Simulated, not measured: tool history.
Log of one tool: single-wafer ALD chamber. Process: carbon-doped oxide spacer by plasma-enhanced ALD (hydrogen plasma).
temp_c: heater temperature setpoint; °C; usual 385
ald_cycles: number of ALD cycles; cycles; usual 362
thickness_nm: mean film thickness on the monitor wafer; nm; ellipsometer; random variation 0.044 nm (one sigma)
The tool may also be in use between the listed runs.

| run | day | temp_c | ald_cycles | read-back reference wafer on the same gauge, thickness_nm | thickness_nm |
|---|---|---|---|---|---|
| 1 | 0 | 379 | 381 | 17.068 | 18.172 |
| 2 | 0.862 | 373 | 362 | 17.045 | 17.382 |
| 3 | 1.958 | 373 | 362 | 17.02 | 17.321 |
| 4 | 3.229 | 373 | 362 | 16.996 | 17.33 |
| 5 | 3.775 | 385 | 383 | 16.987 | 18.299 |
| 6 | 4.95 | 385 | 383 | 16.969 | 18.266 |
| 7 | 5.658 | 385 | 362 | 16.934 | 17.184 |
| 8 | 7.404 | 385 | 362 | 16.895 | 17.097 |
| 9 | 8 | 378 | 362 | 16.894 | 17.191 |
| 10 | 9.321 | 385 | 319 | 16.866 | 15.17 |
| 11 | 10.433 | 385 | 319 | 16.831 | 15.067 |
|  | 11.571 | gauge calibrated |
| 12 | 11.917 | 385 | 319 | 17.239 | 15.442 |
| 13 | 13.138 | 385 | 362 | 17.243 | 17.556 |
| 14 | 14.612 | 378 | 362 | 17.224 | 17.568 |
| 15 | 15.358 | 380 | 414 | 17.217 | 19.961 |
| 16 | 16.1 | 385 | 362 | 17.216 | 17.527 |
| 17 | 17.475 | 385 | 362 | 17.181 | 17.433 |
| 18 | 18.117 | 392 | 305 | 17.202 | 14.745 |
| 19 | 19.629 | 385 | 337 | 17.196 | 16.29 |
| 20 | 20.3 | 385 | 362 | 17.179 | 17.43 |
| 21 | 21.754 | 392 | 424 | 17.162 | 20.39 |
|  | 22.554 | thermocouple changed; heater temperature recalibrated |
| 22 | 25.508 | 391 | 362 | 17.142 | 17.383 |
| 23 | 26.292 | 371 | 387 | 17.117 | 18.636 |
| 24 | 27 | 385 | 362 | 17.112 | 17.378 |
| 25 | 27.533 | 385 | 317 | 17.119 | 15.292 |
| 26 | 29.025 | 374 | 362 | 17.081 | 17.419 |

5 ways to go on from here, each from the tool as it stands after run 26. What would each give?
| A | 29.067 | 385 | 362 | ? | ? |
| B | 29.067 | 400 | 309 | ? | ? |
| C | 29.067 | 385 | 321 | ? | ? |
| D | 29.067 | 397 | 396 | ? | ? |
| E | 29.067 | 398 | 396 | ? | ? |

| run | read-back reference wafer on the same gauge, thickness_nm | thickness_nm |
|---|---|---|
| A | 17.054 | 17.43 |
| B | 17.054 | 14.784 |
| C | 17.054 | 15.456 |
| D | 17.054 | 19.067 |
| E | 17.054 | 19.067 |
Without the tool's hidden state the same runs would have given:
| run | thickness_nm |
|---|---|
| A | 17.556 |
| B | 14.891 |
| C | 15.567 |
| D | 19.204 |
| E | 19.204 |
